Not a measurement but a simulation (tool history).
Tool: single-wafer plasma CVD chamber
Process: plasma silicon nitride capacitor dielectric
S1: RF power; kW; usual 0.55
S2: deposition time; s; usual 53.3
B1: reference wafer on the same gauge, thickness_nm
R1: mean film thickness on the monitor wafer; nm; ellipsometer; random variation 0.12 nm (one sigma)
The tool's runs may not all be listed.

Run 1, day 0: usual settings but S1 0.47 kW; B1 65.702. Result: R1 73.629 nm.
At day 0.104: gauge calibrated.
Run 2, day 0.746: usual settings; B1 65.718. Result: R1 77.117 nm.
Run 3, day 1.271: usual settings; B1 65.735. Result: R1 77.356 nm.
Run 4, day 1.567: usual settings; B1 65.718. Result: R1 77.228 nm.
Run 5, day 1.883: usual settings; B1 65.723. Result: R1 77.336 nm.
Run 6, day 2.154: usual settings; B1 65.714. Result: R1 77.118 nm.
Run 7, day 2.571: usual settings but S1 0.585 kW, S2 49.8 s; B1 65.71. Result: R1 73.421 nm.
Run 8, day 3.154: usual settings but S1 0.585 kW, S2 49.8 s; B1 65.661. Result: R1 73.449 nm.
Run 9, day 3.754: usual settings but S1 0.585 kW, S2 49.8 s; B1 65.683. Result: R1 73.315 nm.
Run 10, day 4.338: usual settings but S1 0.475 kW, S2 61.3 s; B1 65.663. Result: R1 84.744 nm.
Run 11, day 4.817: usual settings but S1 0.475 kW, S2 61.3 s; B1 65.734. Result: R1 85.099 nm.
Run 12, day 5.125: usual settings but S1 0.475 kW, S2 61.3 s; B1 65.716. Result: R1 84.873 nm.
Run 13, day 5.817: usual settings; B1 65.732. Result: R1 76.991 nm.
Run 14, day 6.296: usual settings but S1 0.6 kW, S2 55.8 s; B1 65.73. Result: R1 82.733 nm.
Run 15, day 6.638: usual settings but S1 0.6 kW, S2 55.8 s; B1 65.713. Result: R1 82.839 nm.
Run 16, day 6.892: usual settings but S1 0.6 kW, S2 55.8 s; B1 65.7. Result: R1 82.758 nm.
Run 17, day 7.621: usual settings but S2 60.4 s; B1 65.682. Result: R1 87.044 nm.
Run 18, day 8.058: usual settings but S2 60.4 s; B1 65.736. Result: R1 87.328 nm.

Forecast run 19:
Run 19, day 8.742: usual settings but S1 0.61 kW, S2 47.3 s; B1 ?. Result: R1 ?.

B1: 65.721
R1: 70.529 nm
Without the tool's hidden state the same run would have given R1 71.747 nm.
